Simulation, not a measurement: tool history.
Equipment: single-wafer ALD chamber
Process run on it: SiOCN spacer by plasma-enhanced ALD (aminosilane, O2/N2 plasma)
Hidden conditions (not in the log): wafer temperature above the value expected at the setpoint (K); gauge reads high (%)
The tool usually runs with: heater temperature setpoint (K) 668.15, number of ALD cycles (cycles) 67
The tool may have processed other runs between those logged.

run,hour,heater temperature setpoint (K),number of ALD cycles (cycles),wafers since the last listed run,hours since the last thermocouple change,hours since the gauge calibration,"read-back reference wafer on the same gauge, thickness_nm",mean film thickness on the monitor wafer (Å)
1,0,668.15,67,0,2634.2,311.8,4.612,39.23
2,36,668.15,67,184,2670.2,347.8,4.61,39.26
3,58.7,668.15,67,116,2692.9,370.5,4.604,39.04
4,88.5,660.15,67,152,2722.7,400.3,4.599,38.88
5,110.9,676.15,67,114,2745.1,422.7,4.603,38.67
6,141.3,676.15,67,155,2775.5,453.1,4.591,38.38
7,166.6,676.15,67,129,2800.8,478.4,4.59,38.49
8,187.2,668.15,67,105,2821.4,499,4.581,38.68
9,219.5,668.15,67,165,2853.7,531.3,4.579,38.86
10,238.5,668.15,67,97,2872.7,550.3,4.577,38.73
# hour 254.5: gauge calibrated
11,267.9,662.15,67,150,2902.1,13.4,4.652,39.55
12,279.9,668.15,67,61,2914.1,25.4,4.652,39.45
13,315.8,668.15,67,183,2950,61.3,4.652,39.51
14,337.2,664.15,54,109,2971.4,82.7,4.657,31.79
15,368.4,680.15,62,159,3002.6,113.9,4.653,35.58
# hour 429.2: thermocouple changed; heater temperature recalibrated
16,462.1,682.15,67,438,32.9,207.6,4.642,37.99
17,482.8,659.15,61,105,53.6,228.3,4.641,35.71
18,511.6,657.15,55,147,82.4,257.1,4.64,32.29
19,531.2,660.15,76,100,102,276.7,4.64,44.56
20,566.7,668.15,67,181,137.5,312.2,4.637,39.54

Here are 5 independent what-if runs from the current tool condition. What would each one return?
A,567.2,668.15,67,2,138,312.7,?,?
B,567.2,680.15,80,2,138,312.7,?,?
C,567.2,676.15,63,2,138,312.7,?,?
D,567.2,664.15,76,2,138,312.7,?,?
E,567.2,657.15,61,2,138,312.7,?,?

run,"read-back reference wafer on the same gauge, thickness_nm",mean film thickness on the monitor wafer (Å)
A,4.632,39.27
B,4.632,45.67
C,4.632,36.47
D,4.632,44.55
E,4.632,35.76
With no hidden state in the tool, these same runs would have given:
run,mean film thickness on the monitor wafer (Å)
A,39.41
B,45.84
C,36.6
D,44.71
E,35.89
